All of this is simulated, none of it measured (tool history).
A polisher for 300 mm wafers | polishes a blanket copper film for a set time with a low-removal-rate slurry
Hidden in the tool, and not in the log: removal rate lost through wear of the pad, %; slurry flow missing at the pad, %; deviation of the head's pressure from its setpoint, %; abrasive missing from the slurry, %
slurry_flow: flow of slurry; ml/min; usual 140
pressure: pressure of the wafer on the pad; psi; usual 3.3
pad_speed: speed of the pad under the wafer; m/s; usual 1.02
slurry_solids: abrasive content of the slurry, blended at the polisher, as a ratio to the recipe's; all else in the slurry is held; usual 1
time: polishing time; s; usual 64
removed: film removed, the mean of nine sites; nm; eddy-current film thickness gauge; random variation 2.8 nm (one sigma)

run   hour  slurry_flow  pressure  pad_speed  slurry_solids  time  wafers since the last listed run  wafers polished on this pad  hours since the slurry nozzle was cleaned  hours since the head pressure was calibrated  hours since the slurry blender was calibrated  incoming thickness of the incoming film, nm  removed
  1      0          140       3.3       1.02              1    64                                 0                          691                                      101.7                                         274.4                                          211.9                                        626.1    193.1
      37.3  -- worn pad replaced by a new one
  2   55.1          140       3.3       1.02              1    64                               358                          124                                      156.8                                         329.5                                            267                                        637.2    192.9
  3   88.2          140       3.3       1.02              1    64                               231                          356                                      189.9                                         362.6                                          300.1                                        624.5    191.1
     106.9  -- slurry blender recalibrated
  4  120.1          140       3.3       1.02              1    64                               209                          566                                      221.8                                         394.5                                           13.2                                        623.3    185.1
     158.6  -- worn pad replaced by a new one
  5  170.4          140       3.3       1.28              1    64                               324                           82                                      272.1                                         444.8                                           63.5                                          627    225.3
  6  218.2          140       3.3       1.02              1    71                               334                          417                                      319.9                                         492.6                                          111.3                                        634.2    197.1
     257.4  -- slurry nozzle cleaned
  7  264.6          140       3.3       1.02              1    71                               318                          735                                        7.2                                           539                                          157.7                                        623.3    216.2
     290.2  -- worn pad replaced by a new one
  8  350.6          140       3.3       1.02              1    64                               574                          423                                       93.2                                           625                                          243.7                                        636.2    198.7
     365.2  -- slurry blender recalibrated
  9  413.7          160       3.9       1.32              1    64                               428                          851                                      156.3                                         688.1                                           48.5                                        633.8    294.2
     420.1  -- worn pad replaced by a new one
     420.9  -- head pressure recalibrated
 10  438.6          140       3.3       1.02            0.7    64                               140                          123                                      181.2                                          17.7                                           73.4                                        639.1    165.6

Forecast run 11:
 11  490.7          170       3.9       1.02           1.25    64                               365                          488                                      233.3                                          69.8                                          125.5                                          627        ?

Run 11 gave removed 241.3 nm.
Without the tool's hidden state the same run would have given removed 249.9 nm.

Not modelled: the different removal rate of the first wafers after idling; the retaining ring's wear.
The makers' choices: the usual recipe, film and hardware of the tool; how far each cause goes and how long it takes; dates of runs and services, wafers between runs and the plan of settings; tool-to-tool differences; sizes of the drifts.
